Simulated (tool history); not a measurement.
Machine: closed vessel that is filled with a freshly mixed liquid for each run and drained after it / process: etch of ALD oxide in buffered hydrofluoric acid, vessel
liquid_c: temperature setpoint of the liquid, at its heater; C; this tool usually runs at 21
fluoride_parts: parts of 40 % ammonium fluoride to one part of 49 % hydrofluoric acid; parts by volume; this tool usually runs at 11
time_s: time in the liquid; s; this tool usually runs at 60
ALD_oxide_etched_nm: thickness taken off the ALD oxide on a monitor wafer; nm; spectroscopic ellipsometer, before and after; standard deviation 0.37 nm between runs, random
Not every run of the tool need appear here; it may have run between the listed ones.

| run | hour | liquid_c | fluoride_parts | time_s | read-back film thickness of the ALD oxide reference wafer, read on the same gauge (nm) | ALD_oxide_etched_nm |
|---|---|---|---|---|---|---|
| 1 | 0 | 21 | 11 | 60 | 49.99 | 62.62 |
| 2 | 21.7 | 21 | 14.5 | 60 | 50.02 | 46.75 |
| 3 | 35.9 | 21 | 14.5 | 60 | 49.98 | 47.34 |
| 4 | 58.2 | 21 | 11 | 85 | 49.94 | 87.97 |
| 5 | 91.8 | 18 | 11 | 60 | 49.99 | 52.63 |
| 6 | 127.7 | 18 | 11 | 60 | 49.96 | 51.82 |
| 7 | 141.2 | 21 | 11 | 60 | 50.02 | 62.27 |
| 8 | 176.1 | 21 | 11 | 60 | 50.03 | 61.8 |
| 9 | 193 | 21 | 11 | 60 | 50.02 | 61.41 |
| 10 | 217.3 | 18.5 | 9 | 30 | 50.01 | 31.7 |
| 11 | 240.1 | 21 | 11 | 35 | 50.04 | 35.85 |
| 12 | 289.4 | 21 | 12.5 | 60 | 49.95 | 54.36 |
| 13 | 336 | 21 | 11 | 60 | 50 | 61.31 |
| 14 | 362.9 | 19 | 11 | 75 | 50.04 | 69.1 |
| 15 | 376.8 | 21 | 11 | 60 | 49.99 | 61.78 |
| 16 | 404.9 | 21 | 11 | 60 | 50.01 | 61.61 |
| 17 | 420 | 21 | 8.5 | 40 | 49.99 | 50.63 |
| 18 | 433.4 | 23.5 | 13 | 85 | 50.03 | 85.1 |
| 19 | 454.9 | 21 | 7 | 75 | 49.99 | 117.7 |
| 20 | 471 | 22.5 | 8 | 30 | 50.02 | 44.87 |
| 21 | 484.1 | 18.5 | 11 | 40 | 49.99 | 35.82 |
| 22 | 506.9 | 21 | 11 | 60 | 49.98 | 60.98 |
| 23 | 525.8 | 23.5 | 11 | 60 | 49.98 | 70.15 |
| 24 | 545 | 21 | 11 | 90 | 49.99 | 92.85 |
| 25 | 580.9 | 18.5 | 11 | 60 | 49.98 | 53.41 |
| 26 | 613.4 | 21 | 11 | 60 | 50 | 62.5 |
| 27 | 645.9 | 19 | 8.5 | 45 | 50.03 | 52.38 |
| 28 | 677.2 | 21 | 11 | 60 | 49.97 | 61.88 |
| 29 | 695.9 | 24 | 11 | 60 | 49.95 | 72.64 |
| 30 | 721.3 | 24.5 | 12.5 | 35 | 50.01 | 38.41 |
| 31 | 733.5 | 23.5 | 11 | 85 | 49.97 | 100.21 |
| 32 | 764.7 | 25 | 11 | 60 | 50.03 | 75.92 |
| 33 | 798.1 | 21 | 7.5 | 30 | 49.99 | 44.41 |

Withheld: 5 entries from between the runs. Position of each, and hidden state at the listed run before versus the listed run after:
Runs 1 to 2: gauge calibrated (hour 17.6)
  the hidden state is the same at both runs
Runs 3 to 4: hydrofluoric acid flow meter replaced (hour 57.4)
  the hidden state is the same at both runs
Runs 10 to 11: thermometer replaced (hour 236.2)
  the hidden state is the same at both runs
Runs 16 to 17: hydrofluoric acid flow meter replaced (hour 413.7)
  the hidden state is the same at both runs
Runs 32 to 33: hydrofluoric acid flow meter replaced (hour 797.6)
  the hidden state is the same at both runs
